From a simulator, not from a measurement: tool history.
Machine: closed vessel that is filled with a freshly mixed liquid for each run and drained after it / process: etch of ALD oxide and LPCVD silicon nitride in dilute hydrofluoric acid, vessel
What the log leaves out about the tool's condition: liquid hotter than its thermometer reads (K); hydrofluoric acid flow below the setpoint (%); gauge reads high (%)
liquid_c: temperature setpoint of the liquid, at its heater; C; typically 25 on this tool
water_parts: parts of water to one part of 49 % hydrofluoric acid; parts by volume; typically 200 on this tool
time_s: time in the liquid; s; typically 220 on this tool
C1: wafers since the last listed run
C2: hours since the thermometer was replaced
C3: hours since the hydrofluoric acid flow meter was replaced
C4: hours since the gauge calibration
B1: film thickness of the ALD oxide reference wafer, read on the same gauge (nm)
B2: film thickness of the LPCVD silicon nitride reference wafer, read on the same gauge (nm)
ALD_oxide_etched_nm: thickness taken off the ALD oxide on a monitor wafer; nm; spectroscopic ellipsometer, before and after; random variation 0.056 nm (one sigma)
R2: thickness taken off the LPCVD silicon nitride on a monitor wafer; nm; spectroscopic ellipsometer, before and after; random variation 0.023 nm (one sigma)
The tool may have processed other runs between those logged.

Run 1, day 0: usual settings; C1 0; C2 1872.5; C3 1101.5; C4 656.3; B1 80; B2 129.984. Result: ALD_oxide_etched_nm 10.8 nm, R2 0.75 nm.
At day 0.804: gauge calibrated.
Run 2, day 2.883: usual settings; C1 5442; C2 1941.7; C3 1170.7; C4 49.9; B1 79.99; B2 129.992. Result: ALD_oxide_etched_nm 10.87 nm, R2 0.741 nm.
Run 3, day 4.433: usual settings; C1 2925; C2 1978.9; C3 1207.9; C4 87.1; B1 79.99; B2 130.006. Result: ALD_oxide_etched_nm 10.84 nm, R2 0.761 nm.
Run 4, day 5.638: usual settings; C1 2272; C2 2007.8; C3 1236.8; C4 116; B1 80.02; B2 130.006. Result: ALD_oxide_etched_nm 10.89 nm, R2 0.732 nm.
Run 5, day 8.333: usual settings but water_parts 270 parts by volume; C1 5088; C2 2072.5; C3 1301.5; C4 180.7; B1 80.01; B2 130.02. Result: ALD_oxide_etched_nm 7.36 nm, R2 0.546 nm.
Run 6, day 16.567: usual settings but water_parts 270 parts by volume; C1 15540; C2 2270.1; C3 1499.1; C4 378.3; B1 79.98; B2 130.024. Result: ALD_oxide_etched_nm 7.49 nm, R2 0.555 nm.
Run 7, day 18.304: usual settings; C1 3279; C2 2311.8; C3 1540.8; C4 420; B1 80; B2 130.034. Result: ALD_oxide_etched_nm 10.9 nm, R2 0.764 nm.
At day 19.471: hydrofluoric acid flow meter replaced.
Run 8, day 19.683: usual settings; C1 2524; C2 2344.9; C3 5.1; C4 453.1; B1 80; B2 130.004. Result: ALD_oxide_etched_nm 11.02 nm, R2 0.797 nm.
Run 9, day 21.783: usual settings; C1 3963; C2 2395.3; C3 55.5; C4 503.5; B1 80.01; B2 129.953. Result: ALD_oxide_etched_nm 10.86 nm, R2 0.786 nm.
Run 10, day 23.154: usual settings but water_parts 225 parts by volume; C1 2587; C2 2428.2; C3 88.4; C4 536.4; B1 79.99; B2 129.998. Result: ALD_oxide_etched_nm 9.45 nm, R2 0.708 nm.
At day 23.683: gauge calibrated.
Run 11, day 24.346: usual settings; C1 2249; C2 2456.8; C3 117; C4 15.9; B1 80.01; B2 130.03. Result: ALD_oxide_etched_nm 11.04 nm, R2 0.796 nm.
Run 12, day 27.117: usual settings; C1 5230; C2 2523.3; C3 183.5; C4 82.4; B1 79.98; B2 129.987. Result: ALD_oxide_etched_nm 10.95 nm, R2 0.72 nm.
Run 13, day 28.958: usual settings but water_parts 130 parts by volume; C1 3476; C2 2567.5; C3 227.7; C4 126.6; B1 80.01; B2 129.999. Result: ALD_oxide_etched_nm 18.46 nm, R2 1.26 nm.
Run 14, day 31.283: usual settings but water_parts 130 parts by volume; C1 4388; C2 2623.3; C3 283.5; C4 182.4; B1 79.99; B2 130.021. Result: ALD_oxide_etched_nm 18.44 nm, R2 1.198 nm.
Run 15, day 32.333: usual settings but time_s 255 s; C1 1981; C2 2648.5; C3 308.7; C4 207.6; B1 80.01; B2 130.021. Result: ALD_oxide_etched_nm 12.82 nm, R2 0.911 nm.
Run 16, day 33.683: usual settings but liquid_c 27 C, water_parts 245 parts by volume, time_s 270 s; C1 2548; C2 2680.9; C3 341.1; C4 240; B1 80.02; B2 129.996. Result: ALD_oxide_etched_nm 11.39 nm, R2 0.858 nm.
Run 17, day 35.117: usual settings but liquid_c 23 C, water_parts 150 parts by volume, time_s 105 s; C1 2705; C2 2715.3; C3 375.5; C4 274.4; B1 80.01; B2 129.972. Result: ALD_oxide_etched_nm 7 nm, R2 0.433 nm.
At day 36.308: thermometer replaced.
Run 18, day 36.9: usual settings but liquid_c 27.5 C; C1 3287; C2 14.2; C3 418.3; C4 317.2; B1 79.98; B2 129.985. Result: ALD_oxide_etched_nm 11.14 nm, R2 0.76 nm.
Run 19, day 38.862: usual settings but liquid_c 21.5 C, water_parts 295 parts by volume, time_s 260 s; C1 3704; C2 61.3; C3 465.4; C4 364.3; B1 80; B2 130.013. Result: ALD_oxide_etched_nm 6.55 nm, R2 0.457 nm.
Run 20, day 41.204: usual settings but liquid_c 29.5 C, water_parts 160 parts by volume, time_s 120 s; C1 4419; C2 117.5; C3 521.6; C4 420.5; B1 80; B2 130.003. Result: ALD_oxide_etched_nm 8.66 nm, R2 0.588 nm.
Run 21, day 43.329: usual settings but liquid_c 22.5 C; C1 4010; C2 168.5; C3 572.6; C4 471.5; B1 79.99; B2 129.989. Result: ALD_oxide_etched_nm 9.29 nm, R2 0.599 nm.
Run 22, day 44.479: usual settings but water_parts 240 parts by volume, time_s 300 s; C1 2170; C2 196.1; C3 600.2; C4 499.1; B1 79.99; B2 129.973. Result: ALD_oxide_etched_nm 11.12 nm, R2 0.718 nm.
Run 23, day 46.438: usual settings but liquid_c 23 C, water_parts 115 parts by volume, time_s 160 s; C1 3696; C2 243.1; C3 647.2; C4 546.1; B1 80; B2 130.004. Result: ALD_oxide_etched_nm 13.26 nm, R2 0.762 nm.
Run 24, day 47.967: usual settings; C1 2886; C2 279.8; C3 683.9; C4 582.8; B1 80.02; B2 129.99. Result: ALD_oxide_etched_nm 10.26 nm, R2 0.699 nm.

Below are 5 alternative next runs, each starting from the tool's condition after run 24. Predict each:
Run A, day 47.996: usual settings; C1 55; C2 280.5; C3 684.6; C4 583.5; B1 ?; B2 ?. Result: ALD_oxide_etched_nm ?, R2 ?.
Run B, day 47.996: usual settings but liquid_c 29 C, water_parts 245 parts by volume; C1 55; C2 280.5; C3 684.6; C4 583.5; B1 ?; B2 ?. Result: ALD_oxide_etched_nm ?, R2 ?.
Run C, day 47.996: usual settings but liquid_c 28.5 C, water_parts 275 parts by volume; C1 55; C2 280.5; C3 684.6; C4 583.5; B1 ?; B2 ?. Result: ALD_oxide_etched_nm ?, R2 ?.
Run D, day 47.996: usual settings but liquid_c 29.5 C; C1 55; C2 280.5; C3 684.6; C4 583.5; B1 ?; B2 ?. Result: ALD_oxide_etched_nm ?, R2 ?.
Run E, day 47.996: usual settings but time_s 325 s; C1 55; C2 280.5; C3 684.6; C4 583.5; B1 ?; B2 ?. Result: ALD_oxide_etched_nm ?, R2 ?.

run     B1       B2  ALD_oxide_etched_nm     R2
  A  79.99  130.036                10.38  0.695
  B  79.99  130.036                 9.27  0.723
  C  79.99  130.036                 7.85  0.624
  D  79.99  130.036                12.18  0.916
  E  79.99  130.036                15.33  1.027
What these runs would have given with no unlogged condition in the tool:
run  ALD_oxide_etched_nm     R2
  A                10.28  0.684
  B                 9.18  0.711
  C                 7.78  0.614
  D                12.06  0.901
  E                15.18   1.01

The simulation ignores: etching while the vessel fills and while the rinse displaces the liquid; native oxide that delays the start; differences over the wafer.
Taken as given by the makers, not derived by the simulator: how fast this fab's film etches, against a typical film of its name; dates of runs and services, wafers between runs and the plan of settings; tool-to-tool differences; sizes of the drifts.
